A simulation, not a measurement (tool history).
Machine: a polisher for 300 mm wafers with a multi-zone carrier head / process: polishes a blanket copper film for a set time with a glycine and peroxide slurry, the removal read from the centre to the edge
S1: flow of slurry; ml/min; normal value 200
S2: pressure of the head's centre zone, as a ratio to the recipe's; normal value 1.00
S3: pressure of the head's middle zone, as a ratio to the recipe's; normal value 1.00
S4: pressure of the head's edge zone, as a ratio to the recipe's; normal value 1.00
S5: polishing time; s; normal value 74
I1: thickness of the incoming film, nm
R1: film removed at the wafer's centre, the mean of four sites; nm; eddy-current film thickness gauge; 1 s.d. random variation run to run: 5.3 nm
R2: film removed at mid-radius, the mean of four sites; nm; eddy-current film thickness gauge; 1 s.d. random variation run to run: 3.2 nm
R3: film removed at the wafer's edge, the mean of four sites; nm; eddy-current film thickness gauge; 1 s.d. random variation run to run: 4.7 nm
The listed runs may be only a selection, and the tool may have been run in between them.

run,hour,S1,S2,S3,S4,S5,I1,R1,R2,R3
1,0.0,200,1.00,1.00,1.00,74,1581.3,576.1,513.3,513.0
2,14.2,200,1.00,1.00,1.00,74,1568.3,567.1,499.0,507.2
# hour 29.8: worn pad replaced by a new one
3,31.0,200,1.00,1.00,1.00,74,1579.0,583.0,526.5,532.8
4,43.6,200,1.00,1.00,1.00,74,1566.7,592.2,529.9,519.5
# hour 61.6: centre zone pressure recalibrated
# hour 91.6: worn pad replaced by a new one
5,96.7,200,1.00,1.00,1.00,74,1583.6,526.6,524.8,531.5
6,113.6,200,1.00,1.00,1.00,74,1567.8,516.3,516.1,523.3
7,121.9,200,1.00,1.00,1.00,74,1568.1,519.2,511.8,518.8
8,133.0,200,1.00,1.00,1.00,74,1579.7,511.7,512.8,513.6
# hour 146.1: edge zone pressure recalibrated
9,146.6,270,1.00,1.00,1.00,91,1577.7,661.7,638.0,640.9
# hour 153.2: worn pad replaced by a new one
10,153.7,145,0.93,1.00,1.00,74,1580.2,464.5,491.6,502.9
# hour 164.2: carrier head's membrane replaced by a new one
11,164.7,200,1.00,1.00,1.00,74,1573.0,524.7,522.3,525.5
12,168.0,200,1.09,1.00,1.00,74,1590.0,575.7,520.1,524.7
# hour 176.1: slurry nozzle cleaned
13,178.2,200,1.00,1.00,1.00,74,1553.3,529.6,522.1,521.7
14,190.8,245,1.00,1.00,1.00,74,1579.4,543.4,529.9,526.2
15,205.7,240,0.95,1.11,1.00,93,1567.3,622.0,699.9,651.5
# hour 211.4: worn pad replaced by a new one
16,216.3,200,1.09,1.00,0.93,74,1565.7,586.8,523.0,503.3
17,224.1,200,1.00,1.00,1.00,74,1590.3,527.4,518.9,535.6
18,237.4,200,1.00,1.00,1.00,74,1572.9,533.2,522.4,519.8
19,253.0,230,1.00,0.95,1.00,82,1605.4,601.4,550.5,575.1
20,264.7,200,1.08,0.95,1.00,74,1577.0,553.2,482.3,507.2
# hour 275.0: worn pad replaced by a new one
21,275.5,200,1.00,0.96,1.00,89,1591.7,648.1,604.7,644.7
22,289.3,200,0.91,1.00,1.00,74,1593.6,491.8,523.9,526.2

The tool's hidden state at each run:
slurry flow missing at the pad, %: 0 across all the runs
deviation of the edge zone's pressure from its setpoint, %: 0 across all the runs
H1: removal rate lost through wear of the pad, %
H2: deviation of the centre zone's pressure from its setpoint, %
run,H1,H2
1,2.43,10.8
2,4.31,11
3,0.211,11.2
4,0.493,11.3
5,0.685,0.279
6,1.36,0.476
7,2.01,0.572
8,3.19,0.702
9,5.13,0.86
10,0.444,0.943
11,0.64,1.07
12,0.768,1.11
13,1.37,1.23
14,2.54,1.38
15,4.53,1.55
16,0.845,1.67
17,1.05,1.76
18,1.81,1.92
19,3.38,2.1
20,5.03,2.24
21,0.311,2.36
22,0.615,2.52
